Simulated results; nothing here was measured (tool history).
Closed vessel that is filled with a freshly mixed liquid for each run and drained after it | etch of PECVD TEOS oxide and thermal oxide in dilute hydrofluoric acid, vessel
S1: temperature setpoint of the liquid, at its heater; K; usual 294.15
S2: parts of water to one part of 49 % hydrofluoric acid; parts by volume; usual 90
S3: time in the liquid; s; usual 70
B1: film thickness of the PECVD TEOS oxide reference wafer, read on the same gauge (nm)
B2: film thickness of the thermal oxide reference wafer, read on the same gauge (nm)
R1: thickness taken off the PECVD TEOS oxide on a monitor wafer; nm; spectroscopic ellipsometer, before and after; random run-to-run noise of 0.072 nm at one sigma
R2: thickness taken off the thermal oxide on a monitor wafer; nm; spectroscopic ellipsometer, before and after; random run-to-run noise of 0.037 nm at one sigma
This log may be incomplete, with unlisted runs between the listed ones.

run	day	S1	S2	S3	B1	B2	R1	R2
1	0	294.15	90	70	39.99	140.002	12.3	3.26
2	3.529	294.15	90	70	39.97	139.983	12.61	3.359
3	7.725	294.15	90	70	40	140.015	12.46	3.415
4	9.767	294.15	90	70	39.99	140.005	12.49	3.42
5	11.771	297.15	90	45	39.99	139.999	9.16	2.476
6	13.717	297.15	90	45	39.97	139.993	9.16	2.46
7	17.038	294.15	90	70	40	139.982	12.74	3.422
8	21.383	294.15	90	70	39.99	140	12.68	3.406
# day 24.412: hydrofluoric acid flow meter replaced
# day 24.792: thermometer replaced
9	25.8	294.15	90	70	40	140.016	11.93	3.19
10	29.133	294.15	90	70	39.99	140.019	11.93	3.176
11	36.438	294.15	90	70	40.02	140.01	12.05	3.222
12	38.362	294.15	90	70	40	139.987	12.01	3.203
13	42.5	297.15	75	70	39.98	140.01	16.58	4.438
14	45.733	297.15	90	45	40.02	140.021	8.74	2.418
15	49.229	292.65	75	70	40.02	139.969	13.96	3.742
# day 50.121: gauge calibrated
16	53.458	298.15	50	45	40.01	140.005	17.5	4.754
17	55.008	294.15	90	70	40.03	140.008	12.21	3.319
18	58.508	299.15	90	30	40.02	139.981	6.46	1.727
19	62.471	292.15	65	70	40	139.986	16.22	4.317
20	64.229	294.15	90	70	40.03	140.02	12.3	3.315

Run 21 comes next. What will it give?
21	67.829	298.65	90	70	?	?	?	?

B1: 39.98
B2: 139.999
R1: 14.69 nm
R2: 4.057 nm
Were there no unlogged condition in the tool, this run, its random variation unchanged, would have produced R1 14.03 nm, R2 3.875 nm.
